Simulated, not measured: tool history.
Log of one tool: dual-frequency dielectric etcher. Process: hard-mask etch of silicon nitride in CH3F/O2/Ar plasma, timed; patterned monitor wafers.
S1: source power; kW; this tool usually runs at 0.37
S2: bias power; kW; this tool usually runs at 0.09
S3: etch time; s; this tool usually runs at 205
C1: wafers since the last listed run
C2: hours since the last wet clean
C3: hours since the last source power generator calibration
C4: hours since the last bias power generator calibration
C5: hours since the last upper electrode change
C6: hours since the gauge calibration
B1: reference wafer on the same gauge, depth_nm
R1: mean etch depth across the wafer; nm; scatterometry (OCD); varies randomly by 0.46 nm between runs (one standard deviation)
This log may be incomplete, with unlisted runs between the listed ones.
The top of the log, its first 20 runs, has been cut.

run,hour,S1,S2,S3,C1,C2,C3,C4,C5,C6,B1,R1
21,229.2,0.32,0.11,205,83,192.4,136.8,114.2,111.3,146.4,127.1,151.9
22,239,0.37,0.09,205,77,202.2,146.6,124,121.1,156.2,127,143.9
23,249.9,0.42,0.09,231.5,86,213.1,157.5,134.9,132,167.1,127,172.6
24,265.9,0.3,0.09,227,127,229.1,173.5,150.9,148,183.1,127,146.3
25,279,0.43,0.069,189,104,242.2,186.6,164,161.1,196.2,127,120.5
26,293.6,0.45,0.099,250,116,256.8,201.2,178.6,175.7,210.8,127.1,202.5
27,306.5,0.37,0.072,205,102,269.7,214.1,191.5,188.6,223.7,127,125
28,312.8,0.29,0.09,247,50,276,220.4,197.8,194.9,230,127,154.7
29,322.6,0.37,0.105,236.5,77,285.8,230.2,207.6,204.7,239.8,127,182

Forecast run 30:
30,330.3,0.32,0.106,172.5,61,293.5,237.9,215.3,212.4,247.5,?,?

{"run 30": {"B1": 127, "R1": 124.8}}
Take away the tool's hidden state, keep the run-to-run variation as it was, and the same run would have given R1 127.7 nm.
